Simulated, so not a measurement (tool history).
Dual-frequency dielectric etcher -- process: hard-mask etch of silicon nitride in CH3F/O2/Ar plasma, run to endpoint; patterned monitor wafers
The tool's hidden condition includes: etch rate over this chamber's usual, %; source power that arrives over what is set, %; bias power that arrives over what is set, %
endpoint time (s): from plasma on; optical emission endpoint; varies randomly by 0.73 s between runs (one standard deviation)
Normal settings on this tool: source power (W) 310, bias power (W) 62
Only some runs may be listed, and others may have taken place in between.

| run | hour | source power (W) | bias power (W) | wafers since the last listed run | hours since the last wet clean | hours since the last source power generator calibration | hours since the last bias power generator calibration | hours since the last upper electrode change | incoming incoming film thickness, nm | endpoint time (s) |
|---|---|---|---|---|---|---|---|---|---|---|
| 1 | 0 | 310 | 57 | 0 | 203.3 | 3662.7 | 1663.4 | 2248.5 | 51.6 | 89.7 |
| 2 | 43.9 | 310 | 57 | 609 | 247.2 | 3706.6 | 1707.3 | 2292.4 | 51.3 | 92 |
| 3 | 98.1 | 310 | 62 | 752 | 301.4 | 3760.8 | 1761.5 | 2346.6 | 51.7 | 89.9 |
| 4 | 160.6 | 310 | 62 | 867 | 363.9 | 3823.3 | 1824 | 2409.1 | 51.9 | 90.6 |
| 5 | 185.9 | 310 | 62 | 351 | 389.2 | 3848.6 | 1849.3 | 2434.4 | 51.8 | 88.8 |
| 6 | 227.1 | 310 | 62 | 571 | 430.4 | 3889.8 | 1890.5 | 2475.6 | 52.1 | 88.9 |
| 7 | 292.6 | 310 | 62 | 909 | 495.9 | 3955.3 | 1956 | 2541.1 | 51.9 | 89.5 |
| 8 | 327.3 | 280 | 62 | 481 | 530.6 | 3990 | 1990.7 | 2575.8 | 51.2 | 94 |
|  | 357.1 | wet clean of the chamber |
| 9 | 396.8 | 280 | 62 | 631 | 39.7 | 4059.5 | 2060.2 | 2645.3 | 51.7 | 91 |
| 10 | 449.6 | 310 | 66 | 732 | 92.5 | 4112.3 | 2113 | 2698.1 | 52.1 | 86.4 |
| 11 | 516.1 | 310 | 62 | 923 | 159 | 4178.8 | 2179.5 | 2764.6 | 51.2 | 87.4 |
| 12 | 576.9 | 310 | 62 | 844 | 219.8 | 4239.6 | 2240.3 | 2825.4 | 52.1 | 88.3 |
| 13 | 604.4 | 310 | 62 | 381 | 247.3 | 4267.1 | 2267.8 | 2852.9 | 51.5 | 89.2 |
| 14 | 645 | 310 | 62 | 563 | 287.9 | 4307.7 | 2308.4 | 2893.5 | 51.5 | 88.5 |
| 15 | 715.3 | 310 | 62 | 975 | 358.2 | 4378 | 2378.7 | 2963.8 | 51.8 | 89.2 |
| 16 | 755.1 | 290 | 62 | 552 | 398 | 4417.8 | 2418.5 | 3003.6 | 51.6 | 91.9 |
| 17 | 815.5 | 310 | 62 | 838 | 458.4 | 4478.2 | 2478.9 | 3064 | 51.9 | 89.8 |
|  | 887.1 | bias power generator calibrated |
|  | 890.3 | wet clean of the chamber |
| 18 | 890.8 | 280 | 72 | 945 | 0.5 | 4553.5 | 3.7 | 3139.3 | 51.3 | 82.9 |
| 19 | 918.6 | 330 | 67 | 385 | 28.3 | 4581.3 | 31.5 | 3167.1 | 52.3 | 80.9 |
| 20 | 986.4 | 310 | 62 | 941 | 96.1 | 4649.1 | 99.3 | 3234.9 | 52.2 | 86.8 |
| 21 | 1094.3 | 270 | 77 | 1497 | 204 | 4757 | 207.2 | 3342.8 | 51.7 | 84.1 |
| 22 | 1136.3 | 370 | 76 | 583 | 246 | 4799 | 249.2 | 3384.8 | 51.9 | 74.7 |
|  | 1170.8 | upper electrode replaced, of another model than before |
| 23 | 1171.3 | 380 | 70 | 152 | 281 | 4834 | 284.2 | 0.5 | 51.9 | 74.8 |
| 24 | 1221.6 | 310 | 62 | 698 | 331.3 | 4884.3 | 334.5 | 50.8 | 51.7 | 87.3 |
| 25 | 1288 | 390 | 62 | 921 | 397.7 | 4950.7 | 400.9 | 117.2 | 51.6 | 82.7 |
|  | 1311.6 | source power generator calibrated |
| 26 | 1348.8 | 380 | 62 | 788 | 458.5 | 37.2 | 461.7 | 178 | 52.1 | 84.8 |
|  | 1419.3 | wet clean of the chamber |
| 27 | 1419.8 | 310 | 71 | 652 | 0.5 | 108.2 | 532.7 | 249 | 52.3 | 79.3 |
| 28 | 1484.5 | 370 | 67 | 898 | 65.2 | 172.9 | 597.4 | 313.7 | 51.7 | 77.4 |
| 29 | 1555.1 | 310 | 62 | 980 | 135.8 | 243.5 | 668 | 384.3 | 51.9 | 87.3 |
| 30 | 1584 | 370 | 70 | 401 | 164.7 | 272.4 | 696.9 | 413.2 | 51.4 | 75.5 |
| 31 | 1618.9 | 310 | 57 | 484 | 199.6 | 307.3 | 731.8 | 448.1 | 51.3 | 91.1 |
| 32 | 1684.2 | 270 | 72 | 906 | 264.9 | 372.6 | 797.1 | 513.4 | 51.6 | 82.7 |
| 33 | 1724.8 | 370 | 58 | 563 | 305.5 | 413.2 | 837.7 | 554 | 51.4 | 89 |
| 34 | 1795.5 | 280 | 54 | 981 | 376.2 | 483.9 | 908.4 | 624.7 | 52.1 | 102.2 |

The same runs without the tool's hidden state, with the same run-to-run variation:
| run | endpoint time (s) |
|---|---|
| 1 | 87.7 |
| 2 | 89.5 |
| 3 | 87 |
| 4 | 87.1 |
| 5 | 85.2 |
| 6 | 84.9 |
| 7 | 84.9 |
| 8 | 88.9 |
| 9 | 89.7 |
| 10 | 84.8 |
| 11 | 85.2 |
| 12 | 85.5 |
| 13 | 86.2 |
| 14 | 85.2 |
| 15 | 85.3 |
| 16 | 87.5 |
| 17 | 84.9 |
| 18 | 83.6 |
| 19 | 81.4 |
| 20 | 86.7 |
| 21 | 83.2 |
| 22 | 73.6 |
| 23 | 73.5 |
| 24 | 85.2 |
| 25 | 80.2 |
| 26 | 81.8 |
| 27 | 79.1 |
| 28 | 76.7 |
| 29 | 85.9 |
| 30 | 74.2 |
| 31 | 89.2 |
| 32 | 80.4 |
| 33 | 86.2 |
| 34 | 98.3 |
